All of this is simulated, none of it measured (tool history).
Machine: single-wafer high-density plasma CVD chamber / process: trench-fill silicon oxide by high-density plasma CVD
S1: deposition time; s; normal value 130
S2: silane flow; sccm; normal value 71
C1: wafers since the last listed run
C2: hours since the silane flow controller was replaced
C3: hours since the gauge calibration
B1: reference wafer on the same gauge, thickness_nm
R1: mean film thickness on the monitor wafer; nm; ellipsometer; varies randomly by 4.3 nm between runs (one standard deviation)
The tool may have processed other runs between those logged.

run 1 day=0 | S1=130 S2=71 | C1=0 C2=4618.1 C3=177.1 | B1=1019.206 | R1=1054.52
run 2 day=2.421 | S1=130 S2=71 | C1=591 C2=4676.2 C3=235.2 | B1=1021.143 | R1=1048.937
run 3 day=5.212 | S1=130 S2=71 | C1=681 C2=4743.2 C3=302.2 | B1=1020.546 | R1=1051.468
run 4 day=7.071 | S1=130 S2=71 | C1=453 C2=4787.8 C3=346.8 | B1=1019.794 | R1=1041.117
run 5 day=9.896 | S1=130 S2=71 | C1=689 C2=4855.6 C3=414.6 | B1=1020.19 | R1=1052.467
run 6 day=12.612 | S1=124 S2=71 | C1=663 C2=4920.8 C3=479.8 | B1=1021.631 | R1=1001.623
run 7 day=15.904 | S1=124 S2=71 | C1=803 C2=4999.8 C3=558.8 | B1=1019.312 | R1=1002.607
run 8 day=18.312 | S1=124 S2=71 | C1=588 C2=5057.6 C3=616.6 | B1=1020.3 | R1=1005.816
run 9 day=19.854 | S1=111 S2=71 | C1=376 C2=5094.6 C3=653.6 | B1=1019.804 | R1=895.836
run 10 day=23.446 | S1=130 S2=71 | C1=876 C2=5180.8 C3=739.8 | B1=1019.534 | R1=1052.596
run 11 day=26.142 | S1=130 S2=71 | C1=658 C2=5245.5 C3=804.5 | B1=1018.859 | R1=1059.124
run 12 day=30.825 | S1=130 S2=71 | C1=1143 C2=5357.9 C3=916.9 | B1=1019.133 | R1=1054.121
run 13 day=34.662 | S1=114 S2=71 | C1=936 C2=5450 C3=1009 | B1=1019.866 | R1=926.694
run 14 day=36.783 | S1=114 S2=71 | C1=517 C2=5500.9 C3=1059.9 | B1=1019.691 | R1=924.797
run 15 day=39.921 | S1=114 S2=71 | C1=766 C2=5576.2 C3=1135.2 | B1=1019.546 | R1=914.921
-- day=43.683 silane flow controller replaced
run 16 day=43.971 | S1=116 S2=71 | C1=907 C2=6.9 C3=1232.4 | B1=1020.494 | R1=901.148
run 17 day=48.096 | S1=116 S2=71 | C1=1007 C2=105.9 C3=1331.4 | B1=1019.89 | R1=901.197
run 18 day=52.404 | S1=130 S2=71 | C1=1051 C2=209.3 C3=1434.8 | B1=1020.022 | R1=1015.063
run 19 day=56.646 | S1=130 S2=71 | C1=1035 C2=311.1 C3=1536.6 | B1=1020.156 | R1=1010.933
run 20 day=59.408 | S1=130 S2=71 | C1=674 C2=377.4 C3=1602.9 | B1=1020.685 | R1=1014.71
run 21 day=61.038 | S1=130 S2=71 | C1=397 C2=416.5 C3=1642 | B1=1020.829 | R1=1020.411
run 22 day=64.062 | S1=114 S2=79 | C1=738 C2=489.1 C3=1714.6 | B1=1019.976 | R1=965.332
run 23 day=66.138 | S1=115 S2=71 | C1=506 C2=538.9 C3=1764.4 | B1=1020.088 | R1=906.946
run 24 day=68.229 | S1=130 S2=67 | C1=510 C2=589.1 C3=1814.6 | B1=1020.581 | R1=979.459
run 25 day=70.954 | S1=130 S2=79 | C1=665 C2=654.5 C3=1880 | B1=1019.281 | R1=1106.473
run 26 day=72.95 | S1=138 S2=76 | C1=487 C2=702.4 C3=1927.9 | B1=1020.405 | R1=1148.281
run 27 day=76.925 | S1=111 S2=71 | C1=970 C2=797.8 C3=2023.3 | B1=1020.33 | R1=880.644
run 28 day=80.317 | S1=137 S2=66 | C1=828 C2=879.2 C3=2104.7 | B1=1020.829 | R1=1026.183
run 29 day=90.171 | S1=130 S2=71 | C1=2405 C2=1115.7 C3=2341.2 | B1=1018.79 | R1=1035.223
run 30 day=92.712 | S1=130 S2=60 | C1=620 C2=1176.7 C3=2402.2 | B1=1020.617 | R1=916.503
run 31 day=95.096 | S1=120 S2=79 | C1=581 C2=1233.9 C3=2459.4 | B1=1020.512 | R1=1031.273
run 32 day=97.325 | S1=156 S2=81 | C1=544 C2=1287.4 C3=2512.9 | B1=1019.581 | R1=1375.12
run 33 day=101.483 | S1=130 S2=63 | C1=1015 C2=1387.2 C3=2612.7 | B1=1019.771 | R1=949.147
run 34 day=103.975 | S1=152 S2=71 | C1=608 C2=1447 C3=2672.5 | B1=1018.947 | R1=1201.34
-- day=105.338 gauge calibrated
run 35 day=108.25 | S1=130 S2=71 | C1=1043 C2=1549.6 C3=69.9 | B1=1022.665 | R1=1044.93
run 36 day=110.188 | S1=130 S2=71 | C1=473 C2=1596.1 C3=116.4 | B1=1019.753 | R1=1037.918
run 37 day=113.529 | S1=108 S2=77 | C1=815 C2=1676.3 C3=196.6 | B1=1019.681 | R1=917.048
run 38 day=115.408 | S1=150 S2=71 | C1=458 C2=1721.4 C3=241.7 | B1=1019.358 | R1=1200.75
run 39 day=117.379 | S1=130 S2=71 | C1=481 C2=1768.7 C3=289 | B1=1020.708 | R1=1050.106
run 40 day=121.825 | S1=152 S2=79 | C1=1085 C2=1875.4 C3=395.7 | B1=1021.611 | R1=1304.757
run 41 day=124.146 | S1=130 S2=79 | C1=566 C2=1931.1 C3=451.4 | B1=1020.707 | R1=1128.543
run 42 day=125.688 | S1=117 S2=61 | C1=376 C2=1968.1 C3=488.4 | B1=1019.818 | R1=833.644
run 43 day=129.688 | S1=130 S2=71 | C1=976 C2=2064.1 C3=584.4 | B1=1019.612 | R1=1040.651
run 44 day=136.308 | S1=142 S2=81 | C1=1616 C2=2223 C3=743.3 | B1=1021.578 | R1=1259.479
run 45 day=139.033 | S1=130 S2=71 | C1=665 C2=2288.4 C3=808.7 | B1=1020.298 | R1=1044.253

Below, some changes in R1 between adjacent runs. For each, the amount present without the hidden state too (settings, incoming material, random variation) and the amount remaining for the hidden state with gauge scatter not shared by both compared results:
Hidden conditions of the tool in this case: delivered silane flow above the setpoint (%); gauge reads high (%).
Run 15 -> 16: S1 114 -> 116, silane flow controller replaced. R1 -13.773 nm: hidden state -36.549, all else +22.776.
Run 31 -> 32: S1 120 -> 156, S2 79 -> 81. R1 +343.847 nm: hidden state +9.566, all else +334.281.
Run 32 -> 33: S1 156 -> 130, S2 81 -> 63. R1 -425.973 nm: hidden state -9.869, all else -416.104.
Run 41 -> 42: S1 130 -> 117, S2 79 -> 61. R1 -294.899 nm: hidden state -9.28, all else -285.619.
